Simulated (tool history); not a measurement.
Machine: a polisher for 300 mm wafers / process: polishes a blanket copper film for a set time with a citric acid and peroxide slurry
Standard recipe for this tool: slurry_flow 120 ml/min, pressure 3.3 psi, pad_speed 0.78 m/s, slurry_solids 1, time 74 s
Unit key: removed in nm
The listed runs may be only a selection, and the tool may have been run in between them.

run     day  slurry_flow  pressure  pad_speed  slurry_solids  time  wafers since the last listed run  wafers polished on this pad  hours since the slurry nozzle was cleaned  hours since the head pressure was calibrated  hours since the slurry blender was calibrated  incoming thickness of the incoming film, nm  removed
  1       0          105       3.3       0.78              1    74                                 0                          229                                       92.2                                         430.2                                            250                                          914      121
  2   1.412          120       3.3       0.78            1.2    74                               318                          547                                      126.1                                         464.1                                          283.9                                        901.2    127.3
      2.271  -- slurry blender recalibrated
  3   4.392          120       3.3       0.78            1.2    74                               652                         1200                                      197.6                                         535.6                                           50.9                                          915    119.1
          6  -- slurry nozzle cleaned
  4   6.021          120       3.3       0.78            1.2    74                               357                         1558                                        0.5                                         574.7                                             90                                        913.8    112.8
      6.638  -- worn pad replaced by a new one
  5     8.2          120       3.3       0.78              1    93                               453                          352                                       52.8                                           627                                          142.3                                          903    153.8
  6     9.6          120       3.3       0.78              1    93                               315                          667                                       86.4                                         660.6                                          175.9                                        911.8    152.9
  7  12.233          120       3.3       0.78              1    74                               593                         1261                                      149.6                                         723.8                                          239.1                                        914.2      114
     13.017  -- worn pad replaced by a new one
     15.004  -- slurry nozzle cleaned
  8  15.188          120       3.3       0.78           1.15    61                               618                          479                                        4.4                                         794.7                                            310                                        917.9    104.2
     15.754  -- slurry blender recalibrated
  9  18.088          150       3.3       0.78              1    74                               634                         1114                                         74                                         864.3                                             56                                        924.7    121.5
     19.104  -- worn pad replaced by a new one
 10  20.933          120       3.3       0.64              1    74                               603                          412                                      142.3                                         932.6                                          124.3                                          904    108.4
 11  22.933          120       3.3       0.78           1.15    74                               450                          863                                      190.3                                         980.6                                          172.3                                        914.9    122.2
     24.108  -- head pressure recalibrated
     24.117  -- slurry nozzle cleaned
     25.175  -- worn pad replaced by a new one
 12  25.933          120       3.3       0.78           0.75    97                               617                          170                                       43.6                                          43.8                                          244.3                                        890.6    156.3

For run 13, what comes out?
     27.988  -- slurry blender recalibrated
 13  28.058          145       3.3       0.78            1.3    74                               460                          630                                       94.6                                          94.8                                            1.7                                        909.8        ?

{"run 13": {"removed": 131.8}}
Minus the tool's unlogged condition, the same run would have read removed 139.2 nm.
